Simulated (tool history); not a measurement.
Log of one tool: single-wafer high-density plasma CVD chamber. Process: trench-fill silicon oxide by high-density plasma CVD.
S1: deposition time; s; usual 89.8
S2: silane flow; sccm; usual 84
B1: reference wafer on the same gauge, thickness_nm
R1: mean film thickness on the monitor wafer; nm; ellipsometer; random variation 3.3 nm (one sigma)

| run | hour | S1 | S2 | B1 | R1 |
|---|---|---|---|---|---|
| 1 | 0.0 | 97.8 | 84 | 1001.343 | 1001.220 |
| 2 | 96.0 | 97.8 | 84 | 1001.421 | 1005.193 |
| 3 | 161.1 | 97.8 | 84 | 1001.436 | 994.132 |
| 4 | 266.9 | 89.8 | 79 | 1000.949 | 875.609 |
| 5 | 351.1 | 89.8 | 79 | 1001.490 | 879.555 |
| 6 | 408.9 | 81.1 | 84 | 1000.871 | 835.045 |
| 7 | 448.0 | 81.1 | 84 | 1000.364 | 834.952 |
| 8 | 550.8 | 81.1 | 84 | 1000.377 | 837.386 |
| 9 | 649.8 | 89.8 | 92 | 1000.460 | 1011.409 |
| 10 | 742.3 | 89.8 | 92 | 1001.341 | 1004.615 |
|  | 790.7 | silane flow controller replaced |
| 11 | 795.9 | 89.8 | 92 | 1001.450 | 943.618 |
| 12 | 881.4 | 97.1 | 100 | 1001.701 | 1102.267 |
| 13 | 981.5 | 74.9 | 84 | 1001.182 | 727.043 |
|  | 1046.2 | gauge calibrated |
| 14 | 1086.8 | 94.6 | 72 | 1001.452 | 805.701 |
| 15 | 1168.2 | 103.4 | 84 | 1001.593 | 1004.183 |
| 16 | 1243.1 | 89.8 | 84 | 1001.030 | 878.838 |
| 17 | 1288.4 | 96.7 | 84 | 1000.526 | 941.171 |
| 18 | 1331.6 | 72.3 | 98 | 1001.113 | 803.977 |
| 19 | 1388.9 | 89.8 | 84 | 1000.590 | 873.639 |
| 20 | 1455.7 | 79.8 | 84 | 1000.753 | 774.854 |
| 21 | 1738.6 | 97.8 | 84 | 1000.049 | 955.382 |
| 22 | 1839.8 | 99.2 | 73 | 1001.089 | 858.894 |

5 ways to go on from here, each from the tool as it stands after run 22. What would each give?
| A | 1840.2 | 97.7 | 84 | ? | ? |
| B | 1840.2 | 79.9 | 72 | ? | ? |
| C | 1840.2 | 96.9 | 93 | ? | ? |
| D | 1840.2 | 77.5 | 84 | ? | ? |
| E | 1840.2 | 82.5 | 93 | ? | ? |

| run | B1 | R1 |
|---|---|---|
| A | 1000.626 | 957.723 |
| B | 1000.626 | 688.796 |
| C | 1000.626 | 1035.779 |
| D | 1000.626 | 759.708 |
| E | 1000.626 | 881.855 |
Without the tool's hidden state the same runs would have given:
| run | R1 |
|---|---|
| A | 960.673 |
| B | 690.918 |
| C | 1038.971 |
| D | 762.049 |
| E | 884.572 |
